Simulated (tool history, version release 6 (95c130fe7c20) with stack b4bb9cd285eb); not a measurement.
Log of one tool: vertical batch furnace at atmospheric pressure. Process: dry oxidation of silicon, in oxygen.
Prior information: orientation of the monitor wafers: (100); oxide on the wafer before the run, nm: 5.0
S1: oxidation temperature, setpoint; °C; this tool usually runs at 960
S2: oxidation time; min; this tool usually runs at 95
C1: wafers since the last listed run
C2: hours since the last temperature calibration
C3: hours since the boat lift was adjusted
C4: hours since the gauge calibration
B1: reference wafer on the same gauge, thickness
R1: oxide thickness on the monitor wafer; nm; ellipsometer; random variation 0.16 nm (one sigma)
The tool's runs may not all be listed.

| run | day | S1 | S2 | C1 | C2 | C3 | C4 | B1 | R1 |
|---|---|---|---|---|---|---|---|---|---|
| 1 | 0 | 960 | 95 | 0 | 1737.2 | 1491.9 | 557.7 | 51.43 | 50.02 |
| 2 | 0.646 | 960 | 95 | 163 | 1752.7 | 1507.4 | 573.2 | 51.36 | 50.16 |
| 3 | 1.175 | 945 | 120.5 | 133 | 1765.4 | 1520.1 | 585.9 | 51.35 | 51.36 |
| 4 | 2.625 | 945 | 120.5 | 366 | 1800.2 | 1554.9 | 620.7 | 51.43 | 51.12 |
| 5 | 4.092 | 945 | 120.5 | 370 | 1835.4 | 1590.1 | 655.9 | 51.41 | 51.48 |
| 6 | 4.75 | 960 | 95 | 166 | 1851.2 | 1605.9 | 671.7 | 51.39 | 50.49 |
| 7 | 5.508 | 960 | 95 | 191 | 1869.4 | 1624.1 | 689.9 | 51.35 | 50.11 |
| 8 | 6.462 | 960 | 95 | 241 | 1892.3 | 1647 | 712.8 | 51.39 | 50.19 |
| 9 | 7.088 | 968 | 72.5 | 158 | 1907.3 | 1662 | 727.8 | 51.37 | 44.54 |
| 10 | 7.633 | 968 | 72.5 | 138 | 1920.4 | 1675.1 | 740.9 | 51.39 | 44.44 |
| 11 | 9.05 | 968 | 72.5 | 358 | 1954.4 | 1709.1 | 774.9 | 51.39 | 44.6 |
| 12 | 10.033 | 960 | 95 | 248 | 1978 | 1732.7 | 798.5 | 51.41 | 49.9 |
| 13 | 10.608 | 960 | 95 | 145 | 1991.8 | 1746.5 | 812.3 | 51.36 | 50.27 |
|  | 10.904 | gauge calibrated |
| 14 | 11.612 | 960 | 95 | 253 | 2015.9 | 1770.6 | 17 | 51.41 | 50.16 |
| 15 | 12.625 | 960 | 116.5 | 256 | 2040.2 | 1794.9 | 41.3 | 51.37 | 57.24 |
| 16 | 16.812 | 960 | 116.5 | 1059 | 2140.7 | 1895.4 | 141.8 | 51.43 | 57.61 |
| 17 | 17.733 | 960 | 95 | 232 | 2162.8 | 1917.5 | 163.9 | 51.38 | 50.14 |
| 18 | 19.033 | 982 | 142 | 328 | 2194 | 1948.7 | 195.1 | 51.42 | 77.52 |
| 19 | 19.792 | 972 | 82.5 | 191 | 2212.2 | 1966.9 | 213.3 | 51.46 | 49.95 |
| 20 | 20.842 | 960 | 95 | 265 | 2237.4 | 1992.1 | 238.5 | 51.31 | 50.11 |
|  | 22.742 | thermocouples replaced and temperature profile calibrated |
|  | 22.792 | boat lift adjusted |
| 21 | 22.812 | 960 | 95 | 233 | 1.7 | 0.5 | 285.8 | 51.42 | 49.27 |
| 22 | 23.042 | 948 | 51.5 | 57 | 7.2 | 6 | 291.3 | 51.39 | 29.68 |
| 23 | 24.233 | 943 | 66 | 301 | 35.8 | 34.6 | 319.9 | 51.44 | 33.06 |
| 24 | 25.588 | 975 | 54 | 342 | 68.3 | 67.1 | 352.4 | 51.36 | 37.88 |
| 25 | 26.812 | 983 | 133 | 309 | 97.7 | 96.5 | 381.8 | 51.44 | 74.01 |
| 26 | 27.917 | 946 | 69.5 | 279 | 124.2 | 123 | 408.3 | 51.44 | 35.02 |
| 27 | 29.017 | 976 | 95 | 278 | 150.6 | 149.4 | 434.7 | 51.37 | 55.82 |
| 28 | 32.783 | 960 | 79.5 | 952 | 241 | 239.8 | 525.1 | 51.41 | 43.89 |
| 29 | 33.454 | 979 | 50.5 | 169 | 257.1 | 255.9 | 541.2 | 51.38 | 37.77 |
| 30 | 34.721 | 942 | 51.5 | 320 | 287.5 | 286.3 | 571.6 | 51.44 | 27.95 |
| 31 | 35.721 | 960 | 95 | 252 | 311.5 | 310.3 | 595.6 | 51.42 | 49.56 |
| 32 | 36.738 | 982 | 95 | 257 | 335.9 | 334.7 | 620 | 51.36 | 58.15 |
| 33 | 38.008 | 973 | 95 | 321 | 366.4 | 365.2 | 650.5 | 51.42 | 54.34 |
| 34 | 38.725 | 946 | 118.5 | 181 | 383.6 | 382.4 | 667.7 | 51.45 | 50.31 |
| 35 | 39.329 | 970 | 63.5 | 152 | 398.1 | 396.9 | 682.2 | 51.38 | 40.88 |
| 36 | 40.188 | 960 | 112.5 | 217 | 418.7 | 417.5 | 702.8 | 51.39 | 55.53 |
| 37 | 40.833 | 978 | 95 | 163 | 434.2 | 433 | 718.3 | 51.32 | 56.84 |
| 38 | 41.679 | 945 | 135 | 213 | 454.5 | 453.3 | 738.6 | 51.38 | 54.5 |

Describe how what the log doesn't record of the tool's condition differs between the last listed run preceding each entry between runs and the first listed run following it.
Run 13 -> run 14: gauge calibrated (day 10.904)
  true tube temperature minus thermocouple reading, K: 4.15 -> 4.2; monitor wafer colder than the profiled boat position, K: 2.6 -> 2.67
  measured minus no-state result, R1: +0.63 -> +0.63 nm
Run 20 -> run 21: thermocouples replaced and temperature profile calibrated (day 22.742); boat lift adjusted (day 22.792)
  true tube temperature minus thermocouple reading, K: 4.63 -> 0.056; monitor wafer colder than the profiled boat position, K: 3.27 -> 0.89
  measured minus no-state result, R1: +0.55 -> -0.35 nm
